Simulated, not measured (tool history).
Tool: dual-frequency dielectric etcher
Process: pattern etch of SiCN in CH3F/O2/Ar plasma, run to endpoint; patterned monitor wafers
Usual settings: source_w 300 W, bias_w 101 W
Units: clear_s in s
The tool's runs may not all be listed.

run   hour  source_w  bias_w  incoming incoming film thickness, nm  clear_s
  1    0.0       300     101                                 11.88     29.8
  2   67.6       300     101                                 11.88     29.6
  3  111.0       300     101                                 11.83     29.1
  4  157.7       300     101                                 12.05     30.4
  5  198.4       300     101                                 11.92     29.0
  6  258.4       300     101                                 11.89     29.3
  7  296.3       300     101                                 11.86     29.2
  8  349.1       300     101                                 11.91     29.0
  9  391.4       300     101                                 11.99     29.3
     462.5  -- wet clean of the chamber
 10  463.0       300     101                                 11.94     30.0
     474.4  -- bias power generator calibrated
 11  624.8       300     101                                 11.91     29.8
 12  683.8       300     101                                 11.88     29.1
 13  749.7       300     101                                 12.05     29.7
 14  815.1       300     101                                 11.86     29.2
 15  843.5       300     101                                 12.01     29.2
     864.4  -- source power generator calibrated
 16  881.0       370      77                                 11.85     30.1

The next listed run, before its measurement:
 17  950.6       370     117                                 11.96        ?

Run 17 gave clear_s 23.6 s.
Without the tool's hidden state the same run would have given clear_s 24.7 s.

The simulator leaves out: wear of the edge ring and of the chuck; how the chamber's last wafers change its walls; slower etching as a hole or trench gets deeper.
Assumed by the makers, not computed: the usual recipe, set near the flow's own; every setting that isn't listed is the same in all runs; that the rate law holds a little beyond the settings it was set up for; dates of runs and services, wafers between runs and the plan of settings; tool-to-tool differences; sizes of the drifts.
